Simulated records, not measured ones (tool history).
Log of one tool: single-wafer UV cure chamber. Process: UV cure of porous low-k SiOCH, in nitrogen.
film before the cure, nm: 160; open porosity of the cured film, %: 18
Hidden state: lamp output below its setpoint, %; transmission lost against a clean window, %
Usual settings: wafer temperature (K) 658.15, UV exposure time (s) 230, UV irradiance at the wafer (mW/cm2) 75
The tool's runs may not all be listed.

run   hour  wafer temperature (K)  UV exposure time (s)  UV irradiance at the wafer (mW/cm2)  wafers since the last listed run  hours since the UV bulbs were replaced  wafers since the quartz window was cleaned  loss of film thickness in the cure (%)
  1      0                 658.15                   230                                   75                                 0                                  1244.8                                        1361                                   9.809
  2     19                 672.15                   230                                   75                               114                                  1263.8                                        1475                                    9.96
  3   40.8                 672.15                   230                                   75                               131                                  1285.6                                        1606                                   9.699
  4   74.4                 672.15                   230                                   75                               202                                  1319.2                                        1809                                   9.921
  5   98.8                 658.15                   230                                   75                               147                                  1343.6                                        1956                                   9.825
  6  120.9                 658.15                   230                                   75                               133                                  1365.7                                        2089                                   9.458
  7  152.9                 658.15                   230                                   75                               192                                  1397.7                                        2282                                   9.682
  8    188                 658.15                   230                                   75                               211                                  1432.8                                        2493                                   9.382
  9  206.3                 658.15                   185                                   43                               110                                  1451.1                                        2604                                    6.53
 10  223.4                 658.15                   185                                   43                               103                                  1468.2                                        2707                                   6.618
 11  250.8                 658.15                   230                                   75                               165                                  1495.6                                        2872                                   9.671
 12  264.6                 658.15                   230                                   75                                83                                  1509.4                                        2955                                   9.709
 13  294.1                 658.15                   230                                   66                               177                                  1538.9                                        3133                                   9.088
 14  326.1                 658.15                   230                                   66                               192                                  1570.9                                        3326                                   8.895
 15  359.5                 658.15                   230                                   75                               201                                  1604.3                                        3527                                   9.482
 16  382.6                 658.15                   230                                   85                               139                                  1627.4                                        3666                                  10.116
 17  401.9                 658.15                   125                                   49                               116                                  1646.7                                        3783                                   5.532
 18  434.7                 640.15                   180                                   96                               197                                  1679.5                                        3980                                   9.352
     482.6  -- quartz window cleaned
 19  483.1                 640.15                   230                                   75                               243                                  1727.9                                           2                                   9.893
 20  533.1                 642.15                   230                                  110                               301                                  1777.9                                         304                                  11.319
     586.4  -- UV bulbs replaced
 21  596.7                 649.15                   230                                   75                               335                                    10.3                                         639                                   9.676
 22  632.7                 673.15                   230                                   75                               216                                    46.3                                         856                                  10.245
 23  650.7                 658.15                   285                                   57                               108                                    64.3                                         964                                   9.566
 24  680.2                 658.15                   230                                   75                               177                                    93.8                                        1142                                    9.94
 25  711.2                 648.15                   305                                   60                               186                                   124.8                                        1329                                   9.798
 26  731.9                 678.15                   140                                   75                               124                                   145.5                                        1454                                   8.045
 27  760.6                 642.15                   285                                   52                               172                                   174.2                                        1627                                    8.88
 28    785                 670.15                   280                                  101                               147                                   198.6                                        1774                                  12.261

Forecast each of these 5 alternatives for the next run:
  A  785.4                 658.15                   230                                   75                                 2                                     199                                        1776                                       ?
  B  785.4                 643.15                   325                                   52                                 2                                     199                                        1776                                       ?
  C  785.4                 658.15                   230                                   42                                 2                                     199                                        1776                                       ?
  D  785.4                 651.15                   295                                   89                                 2                                     199                                        1776                                       ?
  E  785.4                 641.15                   290                                   54                                 2                                     199                                        1776                                       ?

run  loss of film thickness in the cure (%)
  A                                   9.642
  B                                   9.301
  C                                   7.308
  D                                  11.318
  E                                   8.953
Without the tool's hidden state the same runs would have given:
run  loss of film thickness in the cure (%)
  A                                  10.206
  B                                   9.859
  C                                   7.833
  D                                   11.91
  E                                   9.506
